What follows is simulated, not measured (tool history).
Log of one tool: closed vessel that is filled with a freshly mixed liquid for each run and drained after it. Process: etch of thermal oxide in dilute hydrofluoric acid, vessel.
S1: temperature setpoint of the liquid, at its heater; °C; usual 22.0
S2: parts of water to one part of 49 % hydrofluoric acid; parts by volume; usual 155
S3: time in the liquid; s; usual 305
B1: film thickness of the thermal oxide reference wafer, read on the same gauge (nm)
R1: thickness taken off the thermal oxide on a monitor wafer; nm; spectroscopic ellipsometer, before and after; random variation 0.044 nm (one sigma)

run,hour,S1,S2,S3,B1,R1
1,0.0,22.0,155,305,139.99,6.64
2,32.6,22.0,155,305,139.98,6.58
3,55.2,22.0,155,305,139.99,6.70
4,90.3,22.0,155,305,140.00,6.69
5,115.0,22.0,155,305,140.03,6.62
6,135.5,24.0,195,305,140.01,5.45
7,151.5,24.0,195,305,140.00,5.43
8,231.5,24.0,195,305,140.00,5.44
9,260.4,22.0,155,305,139.99,6.58
# hour 342.6: thermometer replaced
10,357.4,22.0,155,305,140.00,7.33
11,369.5,22.0,155,305,139.98,7.23
# hour 378.7: gauge calibrated
12,388.4,22.0,155,305,140.02,7.30
13,404.4,18.0,155,305,140.00,6.16
# hour 443.4: hydrofluoric acid flow meter replaced
14,498.3,18.0,155,305,139.96,6.18
15,518.5,24.0,215,305,139.97,5.25
16,607.0,24.0,215,305,139.97,5.30
17,621.0,24.0,215,305,140.03,5.24
18,633.3,22.0,155,305,140.01,7.21
19,668.3,26.5,235,305,139.99,5.08
20,691.9,24.0,215,305,140.00,5.24
21,706.2,24.5,155,305,140.01,8.01
22,731.8,25.0,190,245,140.00,5.04
23,764.4,22.0,155,365,139.99,8.54
24,782.7,22.0,155,305,140.01,7.21
25,813.6,17.0,95,305,140.00,10.08
26,838.4,22.0,125,305,140.03,9.09
27,864.8,19.5,155,445,140.01,9.34
28,900.6,22.0,155,305,140.01,7.07
29,915.7,22.0,155,305,139.98,7.17
30,931.1,19.0,80,160,140.02,6.94
31,954.0,22.0,155,165,139.98,3.80
32,967.6,22.0,110,305,140.02,10.53
33,1000.0,26.5,155,305,140.05,8.46
# hour 1004.1: hydrofluoric acid flow meter replaced
34,1014.6,22.0,155,360,140.01,8.45
35,1034.2,20.0,210,305,139.95,4.65

Consider 3 possible next runs. They are alternatives, not a sequence: every one starts from the tool as it was left by run 35. What does each give?
A,1034.9,22.0,155,305,?,?
B,1034.9,19.0,155,305,?,?
C,1034.9,18.0,185,125,?,?

run,B1,R1
A,140.03,7.03
B,140.03,6.24
C,140.03,2.00
Without the tool's hidden state the same runs would have given:
run,R1
A,7.23
B,6.42
C,2.06
